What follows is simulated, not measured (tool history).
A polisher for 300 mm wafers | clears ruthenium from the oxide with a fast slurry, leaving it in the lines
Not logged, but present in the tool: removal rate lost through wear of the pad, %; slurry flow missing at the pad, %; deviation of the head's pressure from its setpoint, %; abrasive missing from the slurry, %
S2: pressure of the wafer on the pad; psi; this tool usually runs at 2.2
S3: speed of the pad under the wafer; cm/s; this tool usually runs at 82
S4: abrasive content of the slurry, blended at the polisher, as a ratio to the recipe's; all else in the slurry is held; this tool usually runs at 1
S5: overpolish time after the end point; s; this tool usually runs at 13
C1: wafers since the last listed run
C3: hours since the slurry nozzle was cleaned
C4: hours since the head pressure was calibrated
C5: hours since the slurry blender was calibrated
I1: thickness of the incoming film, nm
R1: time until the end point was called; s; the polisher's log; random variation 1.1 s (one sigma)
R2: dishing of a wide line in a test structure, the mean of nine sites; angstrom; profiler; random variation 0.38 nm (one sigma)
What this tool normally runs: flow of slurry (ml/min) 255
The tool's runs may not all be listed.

{"run": 1, "hour": 0.0, "flow of slurry (ml/min)": 255, "S2": 2.2, "S3": 82, "S4": 1.2, "S5": 13, "C1": 0, "wafers polished on this pad": 547, "C3": 106.5, "C4": 1119.7, "C5": 151.7, "I1": 263.6, "R1": 91.9, "R2": 275}
{"hour": 6.3, "done": "slurry blender recalibrated"}
{"run": 2, "hour": 27.8, "flow of slurry (ml/min)": 255, "S2": 2.2, "S3": 82, "S4": 1.2, "S5": 13, "C1": 238, "wafers polished on this pad": 785, "C3": 134.3, "C4": 1147.5, "C5": 21.5, "I1": 261.7, "R1": 83.3, "R2": 297}
{"hour": 42.6, "done": "worn pad replaced by a new one"}
{"run": 3, "hour": 54.2, "flow of slurry (ml/min)": 255, "S2": 2.2, "S3": 82, "S4": 1.2, "S5": 13, "C1": 206, "wafers polished on this pad": 107, "C3": 160.7, "C4": 1173.9, "C5": 47.9, "I1": 255.9, "R1": 80.5, "R2": 291}
{"run": 4, "hour": 79.6, "flow of slurry (ml/min)": 255, "S2": 2.2, "S3": 82, "S4": 1, "S5": 13, "C1": 234, "wafers polished on this pad": 341, "C3": 186.1, "C4": 1199.3, "C5": 73.3, "I1": 257.9, "R1": 87, "R2": 278}
{"run": 5, "hour": 103.3, "flow of slurry (ml/min)": 255, "S2": 2.2, "S3": 82, "S4": 1, "S5": 13, "C1": 218, "wafers polished on this pad": 560, "C3": 209.8, "C4": 1223, "C5": 97, "I1": 255.8, "R1": 88.4, "R2": 275}
{"run": 6, "hour": 130.7, "flow of slurry (ml/min)": 255, "S2": 2.2, "S3": 82, "S4": 1, "S5": 13, "C1": 252, "wafers polished on this pad": 813, "C3": 237.2, "C4": 1250.4, "C5": 124.4, "I1": 256.4, "R1": 89.8, "R2": 266}
{"run": 7, "hour": 143.0, "flow of slurry (ml/min)": 255, "S2": 2.2, "S3": 82, "S4": 1, "S5": 13, "C1": 113, "wafers polished on this pad": 926, "C3": 249.5, "C4": 1262.7, "C5": 136.7, "I1": 258.7, "R1": 94.2, "R2": 261}
{"hour": 158.4, "done": "worn pad replaced by a new one"}
{"run": 8, "hour": 162.3, "flow of slurry (ml/min)": 255, "S2": 2.2, "S3": 72, "S4": 1, "S5": 13, "C1": 141, "wafers polished on this pad": 36, "C3": 268.8, "C4": 1282, "C5": 156, "I1": 256.3, "R1": 106.8, "R2": 229}
{"hour": 185.6, "done": "slurry nozzle cleaned"}
{"hour": 203.1, "done": "slurry blender recalibrated"}
{"run": 9, "hour": 217.5, "flow of slurry (ml/min)": 255, "S2": 2.2, "S3": 72, "S4": 1, "S5": 13, "C1": 481, "wafers polished on this pad": 518, "C3": 31.9, "C4": 1337.2, "C5": 14.4, "I1": 260.7, "R1": 95.9, "R2": 244}
{"hour": 229.8, "done": "head pressure recalibrated"}
{"run": 10, "hour": 250.0, "flow of slurry (ml/min)": 255, "S2": 2.2, "S3": 82, "S4": 1, "S5": 13, "C1": 281, "wafers polished on this pad": 799, "C3": 64.4, "C4": 20.2, "C5": 46.9, "I1": 263.2, "R1": 88.3, "R2": 278}
{"hour": 261.5, "done": "worn pad replaced by a new one"}
{"run": 11, "hour": 277.0, "flow of slurry (ml/min)": 255, "S2": 2.2, "S3": 56, "S4": 1, "S5": 13, "C1": 212, "wafers polished on this pad": 143, "C3": 91.4, "C4": 47.2, "C5": 73.9, "I1": 261.4, "R1": 131, "R2": 202}
{"run": 12, "hour": 293.0, "flow of slurry (ml/min)": 255, "S2": 2, "S3": 82, "S4": 0.8, "S5": 13, "C1": 147, "wafers polished on this pad": 290, "C3": 107.4, "C4": 63.2, "C5": 89.9, "I1": 259.2, "R1": 107.1, "R2": 238}
{"run": 13, "hour": 321.8, "flow of slurry (ml/min)": 255, "S2": 2.2, "S3": 82, "S4": 1, "S5": 13, "C1": 265, "wafers polished on this pad": 556, "C3": 136.2, "C4": 92, "C5": 118.7, "I1": 259.4, "R1": 92.9, "R2": 264}
{"run": 14, "hour": 354.8, "flow of slurry (ml/min)": 255, "S2": 2.2, "S3": 82, "S4": 1, "S5": 13, "C1": 304, "wafers polished on this pad": 861, "C3": 169.2, "C4": 125, "C5": 151.7, "I1": 263.7, "R1": 97, "R2": 261}
{"hour": 372.6, "done": "worn pad replaced by a new one"}
{"run": 15, "hour": 373.1, "flow of slurry (ml/min)": 190, "S2": 2.2, "S3": 72, "S4": 1.1, "S5": 20, "C1": 131, "wafers polished on this pad": 4, "C3": 187.5, "C4": 143.3, "C5": 170, "I1": 257.9, "R1": 110.2, "R2": 321}
{"run": 16, "hour": 386.2, "flow of slurry (ml/min)": 255, "S2": 2.2, "S3": 82, "S4": 1, "S5": 13, "C1": 120, "wafers polished on this pad": 125, "C3": 200.6, "C4": 156.4, "C5": 183.1, "I1": 261.6, "R1": 102.4, "R2": 242}
{"hour": 392.8, "done": "slurry blender recalibrated"}
{"run": 17, "hour": 401.9, "flow of slurry (ml/min)": 200, "S2": 2.8, "S3": 82, "S4": 1.25, "S5": 11, "C1": 126, "wafers polished on this pad": 252, "C3": 216.3, "C4": 172.1, "C5": 9.1, "I1": 261.1, "R1": 66.2, "R2": 300}
{"run": 18, "hour": 432.4, "flow of slurry (ml/min)": 255, "S2": 2.2, "S3": 72, "S4": 1, "S5": 13, "C1": 281, "wafers polished on this pad": 533, "C3": 246.8, "C4": 202.6, "C5": 39.6, "I1": 263.4, "R1": 100.1, "R2": 249}
{"run": 19, "hour": 459.4, "flow of slurry (ml/min)": 170, "S2": 2.8, "S3": 82, "S4": 1, "S5": 13, "C1": 249, "wafers polished on this pad": 783, "C3": 273.8, "C4": 229.6, "C5": 66.6, "I1": 258.4, "R1": 73.6, "R2": 327}
{"hour": 478.4, "done": "worn pad replaced by a new one"}
{"run": 20, "hour": 485.3, "flow of slurry (ml/min)": 255, "S2": 2.8, "S3": 92, "S4": 1, "S5": 13, "C1": 202, "wafers polished on this pad": 63, "C3": 299.7, "C4": 255.5, "C5": 92.5, "I1": 261.9, "R1": 64.1, "R2": 360}
{"run": 21, "hour": 512.9, "flow of slurry (ml/min)": 255, "S2": 2.5, "S3": 98, "S4": 0.75, "S5": 18, "C1": 254, "wafers polished on this pad": 318, "C3": 327.3, "C4": 283.1, "C5": 120.1, "I1": 257.2, "R1": 75.9, "R2": 403}

Alternative continuations, all from the tool just after run 21; predict every row:
{"run": "A", "hour": 513.4, "flow of slurry (ml/min)": 320, "S2": 2.2, "S3": 82, "S4": 1, "S5": 13, "C1": 4, "wafers polished on this pad": 322, "C3": 327.8, "C4": 283.6, "C5": 120.6, "I1": 262, "R1": "?", "R2": "?"}
{"run": "B", "hour": 513.4, "flow of slurry (ml/min)": 190, "S2": 2.2, "S3": 82, "S4": 1, "S5": 13, "C1": 4, "wafers polished on this pad": 322, "C3": 327.8, "C4": 283.6, "C5": 120.6, "I1": 262, "R1": "?", "R2": "?"}
{"run": "C", "hour": 513.4, "flow of slurry (ml/min)": 280, "S2": 2.2, "S3": 82, "S4": 1, "S5": 13, "C1": 4, "wafers polished on this pad": 322, "C3": 327.8, "C4": 283.6, "C5": 120.6, "I1": 262, "R1": "?", "R2": "?"}
{"run": "D", "hour": 513.4, "flow of slurry (ml/min)": 280, "S2": 2.2, "S3": 60, "S4": 1, "S5": 6, "C1": 4, "wafers polished on this pad": 322, "C3": 327.8, "C4": 283.6, "C5": 120.6, "I1": 262, "R1": "?", "R2": "?"}
{"run": "E", "hour": 513.4, "flow of slurry (ml/min)": 255, "S2": 1.5, "S3": 90, "S4": 1.25, "S5": 10, "C1": 4, "wafers polished on this pad": 322, "C3": 327.8, "C4": 283.6, "C5": 120.6, "I1": 262, "R1": "?", "R2": "?"}

run=A R1=89.4 R2=271
run=B R1=94.9 R2=257
run=C R1=90.6 R2=268
run=D R1=123.8 R2=100
run=E R1=107.7 R2=183
Had the tool no hidden state, the same runs would have come out as:
run=A R1=83.6 R2=287
run=B R1=88.8 R2=273
run=C R1=84.7 R2=284
run=D R1=115.7 R2=106
run=E R1=101.4 R2=193

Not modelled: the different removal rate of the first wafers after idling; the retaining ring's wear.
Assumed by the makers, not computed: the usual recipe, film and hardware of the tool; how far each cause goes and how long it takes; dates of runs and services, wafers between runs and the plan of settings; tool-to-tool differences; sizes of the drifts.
